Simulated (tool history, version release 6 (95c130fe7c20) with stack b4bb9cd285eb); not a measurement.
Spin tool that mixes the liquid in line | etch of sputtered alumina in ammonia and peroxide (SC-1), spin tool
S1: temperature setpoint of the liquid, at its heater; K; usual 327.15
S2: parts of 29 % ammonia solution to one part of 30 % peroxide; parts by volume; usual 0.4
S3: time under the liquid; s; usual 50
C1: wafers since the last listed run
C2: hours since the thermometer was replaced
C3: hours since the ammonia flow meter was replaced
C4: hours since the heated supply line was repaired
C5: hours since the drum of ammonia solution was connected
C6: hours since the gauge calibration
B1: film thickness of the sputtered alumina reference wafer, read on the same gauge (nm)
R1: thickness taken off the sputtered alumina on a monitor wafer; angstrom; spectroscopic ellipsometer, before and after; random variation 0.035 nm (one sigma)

run,hour,S1,S2,S3,C1,C2,C3,C4,C5,C6,B1,R1
1,0,321.15,0.35,60,0,213.6,2170.3,1576.4,137,112.1,130.041,43.44
2,35.4,324.15,0.5,70,598,249,2205.7,1611.8,172.4,147.5,130.035,62.09
3,57.5,327.15,0.6,50,373,271.1,2227.8,1633.9,194.5,169.6,129.993,53.98
4,81.9,327.15,0.4,50,412,295.5,2252.2,1658.3,218.9,194,130.003,51.59
5,107.5,327.15,0.4,50,432,321.1,2277.8,1683.9,244.5,219.6,129.998,51.62
6,133.9,327.15,0.4,50,446,347.5,2304.2,1710.3,270.9,246,130.025,51.95
7,169.8,327.15,0.4,50,606,383.4,2340.1,1746.2,306.8,281.9,129.977,52.51
8,184.5,330.15,0.5,20,248,398.1,2354.8,1760.9,321.5,296.6,130.015,24.93
9,218,327.15,0.4,50,566,431.6,2388.3,1794.4,355,330.1,130.017,52.43
10,236,321.65,0.4,25,304,449.6,2406.3,1812.4,373,348.1,130.042,19.19
11,251.7,327.15,0.4,50,265,465.3,2422,1828.1,388.7,363.8,130.005,51.74
12,270.3,327.15,0.4,35,314,483.9,2440.6,1846.7,407.3,382.4,129.97,36.82
# hour 276.2: ammonia flow meter replaced
# hour 301.1: new drum of ammonia solution connected
13,301.9,332.15,0.4,50,500,515.5,25.7,1878.3,0.8,414,130.005,67.98
14,364.4,323.15,0.4,60,1056,578,88.2,1940.8,63.3,476.5,129.996,50.51
# hour 383.5: heated supply line repaired
15,387.5,330.65,0.55,50,373,601.1,111.3,4,86.4,499.6,130.017,64.99
16,403.2,323.15,0.5,80,265,616.8,127,19.7,102.1,515.3,129.994,70.6
17,422.3,337.15,0.4,20,322,635.9,146.1,38.8,121.2,534.4,130.006,35.53
18,481.3,335.65,0.6,50,997,694.9,205.1,97.8,180.2,593.4,130,85.41
19,511.3,321.65,0.5,50,507,724.9,235.1,127.8,210.2,623.4,130.022,40.18
20,533.5,327.15,0.4,50,375,747.1,257.3,150,232.4,645.6,129.98,53.04
21,551.1,318.65,0.4,60,297,764.7,274.9,167.6,250,663.2,129.99,39.82
22,585,333.65,0.3,40,573,798.6,308.8,201.5,283.9,697.1,130.02,59.08
23,603.3,327.15,0.55,50,309,816.9,327.1,219.8,302.2,715.4,130.011,55.2
# hour 614: gauge calibrated
24,638.2,317.65,0.55,70,590,851.8,362,254.7,337.1,24.2,130.029,46.68

5 ways to go on from here, each from the tool as it stands after run 24. What would each give?
A,638.6,334.15,0.4,50,6,852.2,362.4,255.1,337.5,24.6,?,?
B,638.6,324.65,0.5,40,6,852.2,362.4,255.1,337.5,24.6,?,?
C,638.6,335.15,0.4,75,6,852.2,362.4,255.1,337.5,24.6,?,?
D,638.6,322.65,0.3,80,6,852.2,362.4,255.1,337.5,24.6,?,?
E,638.6,319.15,0.25,50,6,852.2,362.4,255.1,337.5,24.6,?,?

run,B1,R1
A,130.021,77.91
B,130.021,38.75
C,130.021,122.91
D,130.021,66.21
E,130.021,33.5
Without the tool's hidden state the same runs would have given:
run,R1
A,73.15
B,36.23
C,115.46
D,61.85
E,31.24
